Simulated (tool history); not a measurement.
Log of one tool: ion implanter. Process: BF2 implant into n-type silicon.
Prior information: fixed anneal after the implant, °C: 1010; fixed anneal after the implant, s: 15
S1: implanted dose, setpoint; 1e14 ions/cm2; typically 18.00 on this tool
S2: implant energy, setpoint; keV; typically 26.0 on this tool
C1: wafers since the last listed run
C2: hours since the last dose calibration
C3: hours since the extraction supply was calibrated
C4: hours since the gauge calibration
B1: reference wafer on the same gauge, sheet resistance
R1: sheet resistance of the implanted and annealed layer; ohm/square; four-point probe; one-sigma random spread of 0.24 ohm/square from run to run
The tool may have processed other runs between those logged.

| run | hour | S1 | S2 | C1 | C2 | C3 | C4 | B1 | R1 |
|---|---|---|---|---|---|---|---|---|---|
| 1 | 0.0 | 18.00 | 26.0 | 0 | 450.2 | 5445.3 | 1049.9 | 157.96 | 157.42 |
| 2 | 73.3 | 18.00 | 26.0 | 2116 | 523.5 | 5518.6 | 1123.2 | 157.97 | 157.22 |
| 3 | 150.3 | 18.00 | 26.0 | 2222 | 600.5 | 5595.6 | 1200.2 | 158.00 | 157.46 |
| 4 | 256.2 | 18.00 | 26.0 | 3057 | 706.4 | 5701.5 | 1306.1 | 157.98 | 157.35 |
| 5 | 351.9 | 18.00 | 26.0 | 2762 | 802.1 | 5797.2 | 1401.8 | 158.02 | 157.54 |
| 6 | 435.7 | 18.00 | 26.0 | 2419 | 885.9 | 5881.0 | 1485.6 | 157.98 | 157.49 |
| 7 | 527.3 | 18.00 | 26.0 | 2644 | 977.5 | 5972.6 | 1577.2 | 158.14 | 157.98 |
| 8 | 810.8 | 18.00 | 21.0 | 8184 | 1261.0 | 6256.1 | 1860.7 | 157.91 | 174.53 |
| 9 | 889.8 | 18.00 | 21.0 | 2280 | 1340.0 | 6335.1 | 1939.7 | 158.03 | 174.41 |
| 10 | 989.7 | 18.00 | 26.0 | 2883 | 1439.9 | 6435.0 | 2039.6 | 158.03 | 158.02 |
| 11 | 1047.0 | 18.00 | 30.0 | 1654 | 1497.2 | 6492.3 | 2096.9 | 158.02 | 146.47 |
| 12 | 1104.8 | 18.00 | 30.0 | 1668 | 1555.0 | 6550.1 | 2154.7 | 157.92 | 146.78 |
|  | 1142.6 | gauge calibrated |
|  | 1192.6 | extraction supply calibrated |
| 13 | 1194.7 | 18.00 | 26.0 | 2364 | 1644.9 | 2.1 | 52.1 | 157.88 | 159.02 |
| 14 | 1336.7 | 18.00 | 26.0 | 4099 | 1786.9 | 144.1 | 194.1 | 157.96 | 159.15 |
| 15 | 1392.7 | 13.11 | 23.5 | 1616 | 1842.9 | 200.1 | 250.1 | 158.00 | 175.86 |
| 16 | 1478.8 | 20.53 | 20.5 | 2485 | 1929.0 | 286.2 | 336.2 | 158.12 | 176.23 |
| 17 | 1569.2 | 22.66 | 33.5 | 2609 | 2019.4 | 376.6 | 426.6 | 157.98 | 137.74 |
|  | 1623.2 | extraction supply calibrated, repeated, since the last time left the tool worse |
| 18 | 1657.9 | 18.00 | 21.5 | 2329 | 2108.1 | 34.7 | 515.3 | 157.99 | 170.79 |
| 19 | 1716.1 | 13.65 | 26.0 | 1680 | 2166.3 | 92.9 | 573.5 | 157.98 | 162.35 |
|  | 1726.5 | Faraday cup replaced and dose calibrated |
| 20 | 1792.6 | 22.43 | 23.0 | 1977 | 66.1 | 169.4 | 650.0 | 158.01 | 162.27 |
| 21 | 1839.8 | 23.37 | 30.0 | 1362 | 113.3 | 216.6 | 697.2 | 157.91 | 142.04 |
| 22 | 1942.3 | 13.84 | 26.0 | 2958 | 215.8 | 319.1 | 799.7 | 158.05 | 161.75 |
| 23 | 2048.2 | 18.00 | 17.5 | 3057 | 321.7 | 425.0 | 905.6 | 158.02 | 187.59 |
| 24 | 2142.0 | 22.18 | 26.0 | 2707 | 415.5 | 518.8 | 999.4 | 157.99 | 152.98 |
| 25 | 2228.7 | 14.53 | 26.0 | 2502 | 502.2 | 605.5 | 1086.1 | 158.02 | 160.66 |
| 26 | 2300.1 | 18.00 | 26.0 | 2061 | 573.6 | 676.9 | 1157.5 | 157.99 | 156.32 |
| 27 | 2350.9 | 18.00 | 26.0 | 1466 | 624.4 | 727.7 | 1208.3 | 158.04 | 155.49 |

Predict each of these 4 candidate next runs independently; none follows another, all start after run 27:
| A | 2351.3 | 18.00 | 28.5 | 11 | 624.8 | 728.1 | 1208.7 | ? | ? |
| B | 2351.3 | 19.91 | 17.5 | 11 | 624.8 | 728.1 | 1208.7 | ? | ? |
| C | 2351.3 | 14.26 | 33.0 | 11 | 624.8 | 728.1 | 1208.7 | ? | ? |
| D | 2351.3 | 21.65 | 33.0 | 11 | 624.8 | 728.1 | 1208.7 | ? | ? |

| run | B1 | R1 |
|---|---|---|
| A | 158.09 | 148.76 |
| B | 158.09 | 185.87 |
| C | 158.09 | 143.42 |
| D | 158.09 | 135.81 |
Without the tool's hidden state the same runs would have given:
| run | R1 |
|---|---|
| A | 148.21 |
| B | 185.28 |
| C | 142.92 |
| D | 135.30 |

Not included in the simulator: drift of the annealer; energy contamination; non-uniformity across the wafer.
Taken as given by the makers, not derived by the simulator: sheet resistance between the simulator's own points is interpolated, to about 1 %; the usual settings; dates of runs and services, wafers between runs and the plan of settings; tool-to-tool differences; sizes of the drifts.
